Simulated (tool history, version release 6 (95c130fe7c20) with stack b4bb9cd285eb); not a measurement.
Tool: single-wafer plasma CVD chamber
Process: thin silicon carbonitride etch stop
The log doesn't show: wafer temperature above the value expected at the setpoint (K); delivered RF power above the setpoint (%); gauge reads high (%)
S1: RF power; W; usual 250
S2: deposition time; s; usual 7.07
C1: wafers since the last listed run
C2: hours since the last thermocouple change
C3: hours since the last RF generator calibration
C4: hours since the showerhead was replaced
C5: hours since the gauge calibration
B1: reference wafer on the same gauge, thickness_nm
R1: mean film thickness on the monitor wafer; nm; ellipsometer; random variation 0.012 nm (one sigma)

run 1 hour=0.0 | S1=250 S2=7.07 | C1=0 C2=753.2 C3=495.3 C4=5004.8 C5=74.2 | B1=4.940 | R1=4.787
run 2 hour=10.2 | S1=265 S2=7.07 | C1=322 C2=763.4 C3=505.5 C4=5015.0 C5=84.4 | B1=4.939 | R1=4.893
run 3 hour=24.1 | S1=265 S2=7.07 | C1=438 C2=777.3 C3=519.4 C4=5028.9 C5=98.3 | B1=4.941 | R1=4.900
run 4 hour=41.5 | S1=250 S2=7.07 | C1=549 C2=794.7 C3=536.8 C4=5046.3 C5=115.7 | B1=4.943 | R1=4.793
run 5 hour=59.3 | S1=250 S2=7.07 | C1=562 C2=812.5 C3=554.6 C4=5064.1 C5=133.5 | B1=4.940 | R1=4.753
run 6 hour=66.2 | S1=250 S2=7.07 | C1=217 C2=819.4 C3=561.5 C4=5071.0 C5=140.4 | B1=4.935 | R1=4.767
run 7 hour=74.2 | S1=250 S2=7.61 | C1=252 C2=827.4 C3=569.5 C4=5079.0 C5=148.4 | B1=4.944 | R1=5.147
run 8 hour=90.0 | S1=250 S2=8.05 | C1=498 C2=843.2 C3=585.3 C4=5094.8 C5=164.2 | B1=4.938 | R1=5.431
run 9 hour=107.6 | S1=250 S2=7.07 | C1=555 C2=860.8 C3=602.9 C4=5112.4 C5=181.8 | B1=4.939 | R1=4.768
run 10 hour=120.2 | S1=250 S2=7.07 | C1=397 C2=873.4 C3=615.5 C4=5125.0 C5=194.4 | B1=4.937 | R1=4.758
run 11 hour=129.5 | S1=215 S2=6.11 | C1=293 C2=882.7 C3=624.8 C4=5134.3 C5=203.7 | B1=4.939 | R1=3.887
run 12 hour=137.1 | S1=295 S2=7.07 | C1=240 C2=890.3 C3=632.4 C4=5141.9 C5=211.3 | B1=4.943 | R1=5.052
-- hour=189.9 thermocouple changed; heater temperature recalibrated
run 13 hour=191.0 | S1=220 S2=7.60 | C1=1449 C2=1.1 C3=686.3 C4=5195.8 C5=265.2 | B1=4.940 | R1=4.869
run 14 hour=200.0 | S1=250 S2=7.07 | C1=284 C2=10.1 C3=695.3 C4=5204.8 C5=274.2 | B1=4.939 | R1=4.729
-- hour=205.6 gauge calibrated
-- hour=218.1 RF generator calibrated
run 15 hour=218.6 | S1=205 S2=6.47 | C1=334 C2=28.7 C3=0.5 C4=5223.4 C5=13.0 | B1=4.938 | R1=4.121
-- hour=228.3 showerhead replaced
run 16 hour=229.2 | S1=215 S2=7.84 | C1=82 C2=39.3 C3=11.1 C4=0.9 C5=23.6 | B1=4.938 | R1=5.117
run 17 hour=242.7 | S1=270 S2=5.78 | C1=426 C2=52.8 C3=24.6 C4=14.4 C5=37.1 | B1=4.942 | R1=4.126
run 18 hour=249.6 | S1=250 S2=7.07 | C1=217 C2=59.7 C3=31.5 C4=21.3 C5=44.0 | B1=4.942 | R1=4.911
run 19 hour=264.5 | S1=280 S2=7.07 | C1=470 C2=74.6 C3=46.4 C4=36.2 C5=58.9 | B1=4.945 | R1=5.125
run 20 hour=271.1 | S1=250 S2=7.07 | C1=208 C2=81.2 C3=53.0 C4=42.8 C5=65.5 | B1=4.939 | R1=4.898
run 21 hour=286.3 | S1=290 S2=7.67 | C1=480 C2=96.4 C3=68.2 C4=58.0 C5=80.7 | B1=4.938 | R1=5.623

5 ways to go on from here, each from the tool as it stands after run 21. What would each give?
run A hour=286.7 | S1=250 S2=7.07 | C1=12 C2=96.8 C3=68.6 C4=58.4 C5=81.1 | B1=? | R1=?
run B hour=286.7 | S1=250 S2=5.85 | C1=12 C2=96.8 C3=68.6 C4=58.4 C5=81.1 | B1=? | R1=?
run C hour=286.7 | S1=210 S2=8.19 | C1=12 C2=96.8 C3=68.6 C4=58.4 C5=81.1 | B1=? | R1=?
run D hour=286.7 | S1=235 S2=6.12 | C1=12 C2=96.8 C3=68.6 C4=58.4 C5=81.1 | B1=? | R1=?
run E hour=286.7 | S1=300 S2=6.30 | C1=12 C2=96.8 C3=68.6 C4=58.4 C5=81.1 | B1=? | R1=?

run=A B1=4.942 R1=4.896
run=B B1=4.942 R1=4.051
run=C B1=4.942 R1=5.286
run=D B1=4.942 R1=4.136
run=E B1=4.942 R1=4.678
Without the tool's hidden state the same runs would have given:
run=A R1=4.916
run=B R1=4.068
run=C R1=5.307
run=D R1=4.152
run=E R1=4.697
